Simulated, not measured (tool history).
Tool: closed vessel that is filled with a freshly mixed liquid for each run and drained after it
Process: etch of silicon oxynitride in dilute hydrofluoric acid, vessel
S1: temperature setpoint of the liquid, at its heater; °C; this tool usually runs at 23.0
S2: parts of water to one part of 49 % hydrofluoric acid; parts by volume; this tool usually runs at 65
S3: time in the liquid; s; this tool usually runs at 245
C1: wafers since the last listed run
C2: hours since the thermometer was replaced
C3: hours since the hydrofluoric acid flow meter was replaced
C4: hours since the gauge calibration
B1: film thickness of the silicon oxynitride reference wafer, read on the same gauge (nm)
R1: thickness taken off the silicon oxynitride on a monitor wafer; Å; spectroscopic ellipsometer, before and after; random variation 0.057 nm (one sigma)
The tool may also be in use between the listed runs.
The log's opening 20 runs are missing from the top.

| run | hour | S1 | S2 | S3 | C1 | C2 | C3 | C4 | B1 | R1 |
|---|---|---|---|---|---|---|---|---|---|---|
| 21 | 1890.3 | 23.0 | 65 | 245 | 6395 | 1291.9 | 830.5 | 727.3 | 119.98 | 136.1 |
| 22 | 1973.9 | 24.5 | 55 | 375 | 7035 | 1375.5 | 914.1 | 810.9 | 119.98 | 268.1 |
| 23 | 2028.5 | 26.5 | 90 | 390 | 4594 | 1430.1 | 968.7 | 865.5 | 120.01 | 181.9 |
| 24 | 2105.6 | 20.0 | 85 | 375 | 6488 | 1507.2 | 1045.8 | 942.6 | 120.02 | 136.6 |
| 25 | 2148.2 | 25.5 | 80 | 165 | 3585 | 1549.8 | 1088.4 | 985.2 | 119.97 | 82.9 |
|  | 2173.0 | thermometer replaced |
| 26 | 2254.4 | 21.5 | 65 | 370 | 8853 | 81.4 | 1194.6 | 1091.4 | 120.03 | 188.5 |
| 27 | 2312.6 | 23.0 | 65 | 245 | 4897 | 139.6 | 1252.8 | 1149.6 | 119.96 | 133.2 |
| 28 | 2510.8 | 27.5 | 45 | 385 | 16679 | 337.8 | 1451.0 | 1347.8 | 120.05 | 383.8 |
| 29 | 2614.3 | 23.0 | 65 | 245 | 8710 | 441.3 | 1554.5 | 1451.3 | 119.99 | 134.7 |
| 30 | 2659.1 | 23.0 | 65 | 245 | 3770 | 486.1 | 1599.3 | 1496.1 | 119.99 | 134.9 |
| 31 | 2732.3 | 24.5 | 65 | 155 | 6160 | 559.3 | 1672.5 | 1569.3 | 120.03 | 91.5 |
| 32 | 2821.0 | 23.0 | 95 | 285 | 7464 | 648.0 | 1761.2 | 1658.0 | 120.00 | 105.1 |
| 33 | 2907.3 | 23.0 | 65 | 245 | 7262 | 734.3 | 1847.5 | 1744.3 | 120.03 | 135.8 |
| 34 | 2985.6 | 21.5 | 55 | 155 | 6589 | 812.6 | 1925.8 | 1822.6 | 120.01 | 94.9 |

Here are 3 independent what-if runs from the current tool condition. What would each one return?
| A | 2986.3 | 23.0 | 65 | 245 | 58 | 813.3 | 1926.5 | 1823.3 | ? | ? |
| B | 2986.3 | 25.0 | 65 | 145 | 58 | 813.3 | 1926.5 | 1823.3 | ? | ? |
| C | 2986.3 | 23.0 | 45 | 245 | 58 | 813.3 | 1926.5 | 1823.3 | ? | ? |

| run | B1 | R1 |
|---|---|---|
| A | 120.03 | 135.2 |
| B | 120.03 | 88.1 |
| C | 120.03 | 198.4 |
Stripped of hidden state, with their random variation kept, the same runs would have yielded:
| run | R1 |
|---|---|
| A | 133.2 |
| B | 86.8 |
| C | 195.4 |
